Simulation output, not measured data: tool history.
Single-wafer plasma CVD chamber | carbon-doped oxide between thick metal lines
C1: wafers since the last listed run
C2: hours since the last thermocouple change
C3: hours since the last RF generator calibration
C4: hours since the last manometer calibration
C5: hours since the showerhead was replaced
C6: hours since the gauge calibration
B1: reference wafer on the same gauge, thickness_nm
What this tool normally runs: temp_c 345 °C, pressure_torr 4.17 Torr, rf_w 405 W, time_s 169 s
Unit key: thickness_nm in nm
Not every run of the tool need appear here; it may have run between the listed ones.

Run 1, hour 0.0: usual settings; C1 0; C2 1043.5; C3 1203.6; C4 2541.0; C5 6556.0; C6 174.4; B1 881.852. Result: thickness_nm 709.391 nm.
Run 2, hour 15.7: usual settings but rf_w 380 W, time_s 151 s; C1 118; C2 1059.2; C3 1219.3; C4 2556.7; C5 6571.7; C6 190.1; B1 881.859. Result: thickness_nm 597.643 nm.
Run 3, hour 25.0: usual settings but rf_w 380 W, time_s 151 s; C1 70; C2 1068.5; C3 1228.6; C4 2566.0; C5 6581.0; C6 199.4; B1 882.165. Result: thickness_nm 596.569 nm.
Run 4, hour 38.3: usual settings but rf_w 380 W, time_s 151 s; C1 100; C2 1081.8; C3 1241.9; C4 2579.3; C5 6594.3; C6 212.7; B1 882.161. Result: thickness_nm 598.599 nm.
Run 5, hour 52.4: usual settings but pressure_torr 3.79 Torr; C1 106; C2 1095.9; C3 1256.0; C4 2593.4; C5 6608.4; C6 226.8; B1 882.211. Result: thickness_nm 699.236 nm.
Run 6, hour 61.5: usual settings but temp_c 334 °C, rf_w 435 W; C1 68; C2 1105.0; C3 1265.1; C4 2602.5; C5 6617.5; C6 235.9; B1 882.178. Result: thickness_nm 780.558 nm.
Run 7, hour 70.9: usual settings but temp_c 334 °C, rf_w 435 W; C1 70; C2 1114.4; C3 1274.5; C4 2611.9; C5 6626.9; C6 245.3; B1 881.938. Result: thickness_nm 779.204 nm.
Run 8, hour 78.8: usual settings but rf_w 355 W; C1 59; C2 1122.3; C3 1282.4; C4 2619.8; C5 6634.8; C6 253.2; B1 882.059. Result: thickness_nm 628.520 nm.
Run 9, hour 92.9: usual settings but rf_w 355 W; C1 106; C2 1136.4; C3 1296.5; C4 2633.9; C5 6648.9; C6 267.3; B1 882.038. Result: thickness_nm 630.441 nm.
Run 10, hour 108.8: usual settings but rf_w 355 W; C1 119; C2 1152.3; C3 1312.4; C4 2649.8; C5 6664.8; C6 283.2; B1 881.679. Result: thickness_nm 629.205 nm.
Run 11, hour 117.5: usual settings but rf_w 450 W; C1 65; C2 1161.0; C3 1321.1; C4 2658.5; C5 6673.5; C6 291.9; B1 882.005. Result: thickness_nm 772.493 nm.
Run 12, hour 134.8: usual settings but rf_w 450 W; C1 130; C2 1178.3; C3 1338.4; C4 2675.8; C5 6690.8; C6 309.2; B1 882.012. Result: thickness_nm 771.522 nm.
Run 13, hour 150.5: usual settings; C1 118; C2 1194.0; C3 1354.1; C4 2691.5; C5 6706.5; C6 324.9; B1 882.177. Result: thickness_nm 704.445 nm.
At hour 167.0: showerhead replaced.
Run 14, hour 167.5: usual settings but time_s 203 s; C1 67; C2 1211.0; C3 1371.1; C4 2708.5; C5 0.5; C6 341.9; B1 881.944. Result: thickness_nm 845.775 nm.
At hour 183.4: thermocouple changed; heater temperature recalibrated.
Run 15, hour 183.9: usual settings but rf_w 450 W, time_s 194 s; C1 63; C2 0.5; C3 1387.5; C4 2724.9; C5 16.9; C6 358.3; B1 882.037. Result: thickness_nm 869.013 nm.
Run 16, hour 187.7: usual settings but rf_w 380 W, time_s 151 s; C1 28; C2 4.3; C3 1391.3; C4 2728.7; C5 20.7; C6 362.1; B1 882.089. Result: thickness_nm 584.428 nm.
Run 17, hour 196.9: usual settings but rf_w 480 W; C1 69; C2 13.5; C3 1400.5; C4 2737.9; C5 29.9; C6 371.3; B1 882.096. Result: thickness_nm 796.804 nm.
At hour 206.1: gauge calibrated.
At hour 217.6: capacitance manometer re-zeroed and calibrated.
Run 18, hour 218.1: usual settings but temp_c 338 °C, pressure_torr 3.53 Torr; C1 99; C2 34.7; C3 1421.7; C4 0.5; C5 51.1; C6 12.0; B1 881.714. Result: thickness_nm 693.029 nm.
Run 19, hour 218.4: usual settings but pressure_torr 5.09 Torr, rf_w 485 W; C1 2; C2 35.0; C3 1422.0; C4 0.8; C5 51.4; C6 12.3; B1 882.210. Result: thickness_nm 824.070 nm.
At hour 227.0: RF generator calibrated.
Run 20, hour 227.5: usual settings; C1 8; C2 44.1; C3 0.5; C4 9.9; C5 60.5; C6 21.4; B1 881.886. Result: thickness_nm 740.141 nm.
Run 21, hour 239.6: usual settings but rf_w 355 W; C1 91; C2 56.2; C3 12.6; C4 22.0; C5 72.6; C6 33.5; B1 882.074. Result: thickness_nm 660.011 nm.
Run 22, hour 254.3: usual settings but temp_c 335 °C, pressure_torr 3.35 Torr, rf_w 470 W, time_s 141 s; C1 110; C2 70.9; C3 27.3; C4 36.7; C5 87.3; C6 48.2; B1 881.997. Result: thickness_nm 702.946 nm.
Run 23, hour 266.0: usual settings but temp_c 352 °C, rf_w 430 W, time_s 153 s; C1 88; C2 82.6; C3 39.0; C4 48.4; C5 99.0; C6 59.9; B1 881.938. Result: thickness_nm 689.908 nm.
Run 24, hour 278.8: usual settings but rf_w 465 W, time_s 187 s; C1 96; C2 95.4; C3 51.8; C4 61.2; C5 111.8; C6 72.7; B1 881.827. Result: thickness_nm 912.319 nm.
Run 25, hour 287.0: usual settings but pressure_torr 4.81 Torr; C1 61; C2 103.6; C3 60.0; C4 69.4; C5 120.0; C6 80.9; B1 882.043. Result: thickness_nm 753.406 nm.
Run 26, hour 296.8: usual settings but time_s 199 s; C1 73; C2 113.4; C3 69.8; C4 79.2; C5 129.8; C6 90.7; B1 882.123. Result: thickness_nm 868.886 nm.
Run 27, hour 312.4: usual settings; C1 117; C2 129.0; C3 85.4; C4 94.8; C5 145.4; C6 106.3; B1 882.179. Result: thickness_nm 738.133 nm.
Run 28, hour 322.2: usual settings; C1 73; C2 138.8; C3 95.2; C4 104.6; C5 155.2; C6 116.1; B1 881.894. Result: thickness_nm 738.122 nm.
Run 29, hour 333.9: usual settings but rf_w 455 W; C1 88; C2 150.5; C3 106.9; C4 116.3; C5 166.9; C6 127.8; B1 882.097. Result: thickness_nm 813.733 nm.

Forecast each of these 3 alternatives for the next run:
Run A, hour 334.3: usual settings; C1 3; C2 150.9; C3 107.3; C4 116.7; C5 167.3; C6 128.2; B1 ?. Result: thickness_nm ?.
Run B, hour 334.3: usual settings but pressure_torr 4.98 Torr, rf_w 480 W; C1 3; C2 150.9; C3 107.3; C4 116.7; C5 167.3; C6 128.2; B1 ?. Result: thickness_nm ?.
Run C, hour 334.3: usual settings but temp_c 349 °C, rf_w 335 W, time_s 198 s; C1 3; C2 150.9; C3 107.3; C4 116.7; C5 167.3; C6 128.2; B1 ?. Result: thickness_nm ?.

run       B1  thickness_nm
  A  882.215       737.328
  B  882.215       862.725
  C  882.215       721.218
With no hidden state in the tool, these same runs would have given:
run  thickness_nm
  A       741.316
  B       866.583
  C       725.348
